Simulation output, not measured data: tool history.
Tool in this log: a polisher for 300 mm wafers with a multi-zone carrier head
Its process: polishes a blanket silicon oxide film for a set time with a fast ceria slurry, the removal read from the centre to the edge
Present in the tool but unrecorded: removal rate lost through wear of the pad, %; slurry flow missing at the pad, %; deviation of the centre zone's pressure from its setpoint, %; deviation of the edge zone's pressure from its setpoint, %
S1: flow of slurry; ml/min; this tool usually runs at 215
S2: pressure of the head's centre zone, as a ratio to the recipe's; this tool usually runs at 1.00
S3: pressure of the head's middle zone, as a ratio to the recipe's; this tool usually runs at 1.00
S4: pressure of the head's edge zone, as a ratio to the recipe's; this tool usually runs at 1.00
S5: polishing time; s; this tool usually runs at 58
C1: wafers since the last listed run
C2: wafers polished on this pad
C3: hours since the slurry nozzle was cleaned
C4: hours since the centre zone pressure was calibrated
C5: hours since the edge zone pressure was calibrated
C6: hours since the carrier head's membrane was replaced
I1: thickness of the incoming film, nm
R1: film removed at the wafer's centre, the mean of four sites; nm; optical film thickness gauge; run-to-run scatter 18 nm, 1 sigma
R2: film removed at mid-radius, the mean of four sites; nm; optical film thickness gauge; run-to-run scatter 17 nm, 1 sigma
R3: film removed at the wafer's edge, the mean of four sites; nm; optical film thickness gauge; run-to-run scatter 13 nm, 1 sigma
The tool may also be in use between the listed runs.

run 1 day=0.000 | S1=215 S2=1.00 S3=1.00 S4=0.94 S5=58 | C1=0 C2=1649 C3=306.4 C4=1028.2 C5=82.9 C6=824.7 | I1=3685.9 | R1=1167.8 R2=1200.2 R3=1189.6
run 2 day=1.967 | S1=215 S2=1.00 S3=1.00 S4=0.94 S5=58 | C1=617 C2=2267 C3=353.6 C4=1075.4 C5=130.1 C6=871.9 | I1=3768.1 | R1=1119.9 R2=1217.6 R3=1157.1
-- day=2.417 carrier head's membrane replaced by a new one
-- day=5.121 worn pad replaced by a new one
run 3 day=5.171 | S1=215 S2=1.00 S3=1.00 S4=0.91 S5=58 | C1=888 C2=16 C3=430.5 C4=1152.3 C5=207.0 C6=66.1 | I1=3760.9 | R1=1070.7 R2=1169.2 R3=1127.8
-- day=10.167 slurry nozzle cleaned
run 4 day=10.567 | S1=215 S2=1.00 S3=1.00 S4=0.91 S5=58 | C1=1682 C2=1698 C3=9.6 C4=1281.8 C5=336.5 C6=195.6 | I1=3759.4 | R1=1202.7 R2=1282.5 R3=1204.4
-- day=13.554 edge zone pressure recalibrated
run 5 day=14.004 | S1=215 S2=1.00 S3=1.00 S4=0.91 S5=58 | C1=1053 C2=2752 C3=92.1 C4=1364.3 C5=10.8 C6=278.1 | I1=3718.9 | R1=1160.1 R2=1263.8 R3=1197.6
-- day=16.012 worn pad replaced by a new one
run 6 day=16.221 | S1=235 S2=1.00 S3=1.00 S4=1.00 S5=69 | C1=644 C2=65 C3=145.3 C4=1417.5 C5=64.0 C6=331.3 | I1=3751.0 | R1=1428.9 R2=1521.7 R3=1478.6
run 7 day=18.796 | S1=235 S2=1.00 S3=1.00 S4=1.00 S5=69 | C1=809 C2=874 C3=207.1 C4=1479.3 C5=125.8 C6=393.1 | I1=3773.5 | R1=1453.2 R2=1497.9 R3=1493.7
-- day=20.850 centre zone pressure recalibrated
-- day=27.812 worn pad replaced by a new one
run 8 day=28.825 | S1=235 S2=1.00 S3=1.00 S4=1.00 S5=69 | C1=3072 C2=318 C3=447.8 C4=191.4 C5=366.5 C6=633.8 | I1=3744.7 | R1=1357.5 R2=1468.5 R3=1425.3
-- day=31.821 edge zone pressure recalibrated
run 9 day=31.979 | S1=165 S2=1.00 S3=0.93 S4=0.95 S5=70 | C1=964 C2=1283 C3=523.5 C4=267.1 C5=3.8 C6=709.5 | I1=3711.1 | R1=1214.6 R2=1192.3 R3=1294.8
run 10 day=33.762 | S1=215 S2=1.00 S3=1.00 S4=1.00 S5=73 | C1=560 C2=1843 C3=566.3 C4=309.9 C5=46.6 C6=752.3 | I1=3721.8 | R1=1312.4 R2=1357.5 R3=1424.6
-- day=34.171 slurry nozzle cleaned
-- day=35.196 carrier head's membrane replaced by a new one
run 11 day=36.746 | S1=140 S2=1.07 S3=1.00 S4=1.00 S5=58 | C1=858 C2=2702 C3=61.8 C4=381.5 C5=118.2 C6=37.2 | I1=3680.3 | R1=1109.7 R2=1154.0 R3=1151.7
-- day=39.071 worn pad replaced by a new one
run 12 day=42.079 | S1=150 S2=1.00 S3=1.00 S4=1.00 S5=58 | C1=1623 C2=945 C3=189.8 C4=509.5 C5=246.2 C6=165.2 | I1=3770.7 | R1=1094.0 R2=1122.7 R3=1179.9
run 13 day=45.354 | S1=215 S2=1.00 S3=1.00 S4=1.00 S5=58 | C1=1029 C2=1974 C3=268.4 C4=588.1 C5=324.8 C6=243.8 | I1=3673.6 | R1=1158.3 R2=1258.0 R3=1227.5
run 14 day=47.300 | S1=215 S2=1.00 S3=1.00 S4=1.11 S5=58 | C1=611 C2=2585 C3=315.1 C4=634.8 C5=371.5 C6=290.5 | I1=3773.6 | R1=1129.1 R2=1234.6 R3=1252.8
-- day=47.708 edge zone pressure recalibrated
-- day=48.612 worn pad replaced by a new one
run 15 day=49.700 | S1=215 S2=1.00 S3=0.88 S4=1.00 S5=58 | C1=675 C2=342 C3=372.7 C4=692.4 C5=47.8 C6=348.1 | I1=3714.1 | R1=1118.2 R2=1083.9 R3=1212.6
run 16 day=52.996 | S1=185 S2=1.00 S3=1.07 S4=0.93 S5=58 | C1=1035 C2=1377 C3=451.8 C4=771.5 C5=126.9 C6=427.2 | I1=3768.6 | R1=1046.4 R2=1164.4 R3=1108.3

What if the next run were any one of these 4? Each begins from the tool's condition after run 16:
run A day=53.012 | S1=215 S2=1.00 S3=1.00 S4=1.00 S5=58 | C1=5 C2=1382 C3=452.2 C4=771.9 C5=127.3 C6=427.6 | I1=3743.4 | R1=? R2=? R3=?
run B day=53.012 | S1=290 S2=1.00 S3=1.00 S4=1.00 S5=58 | C1=5 C2=1382 C3=452.2 C4=771.9 C5=127.3 C6=427.6 | I1=3743.4 | R1=? R2=? R3=?
run C day=53.012 | S1=215 S2=1.00 S3=1.08 S4=1.00 S5=58 | C1=5 C2=1382 C3=452.2 C4=771.9 C5=127.3 C6=427.6 | I1=3743.4 | R1=? R2=? R3=?
run D day=53.012 | S1=240 S2=1.00 S3=1.00 S4=1.00 S5=58 | C1=5 C2=1382 C3=452.2 C4=771.9 C5=127.3 C6=427.6 | I1=3743.4 | R1=? R2=? R3=?

run=A R1=1081.8 R2=1181.9 R3=1176.1
run=B R1=1159.6 R2=1257.1 R3=1229.5
run=C R1=1082.4 R2=1261.7 R3=1174.8
run=D R1=1113.0 R2=1212.0 R3=1197.3
Stripped of hidden state, with their random variation kept, the same runs would have yielded:
run=A R1=1195.8 R2=1292.2 R3=1254.8
run=B R1=1246.6 R2=1341.8 R3=1291.0
run=C R1=1196.4 R2=1379.5 R3=1253.4
run=D R1=1216.3 R2=1312.2 R3=1269.3

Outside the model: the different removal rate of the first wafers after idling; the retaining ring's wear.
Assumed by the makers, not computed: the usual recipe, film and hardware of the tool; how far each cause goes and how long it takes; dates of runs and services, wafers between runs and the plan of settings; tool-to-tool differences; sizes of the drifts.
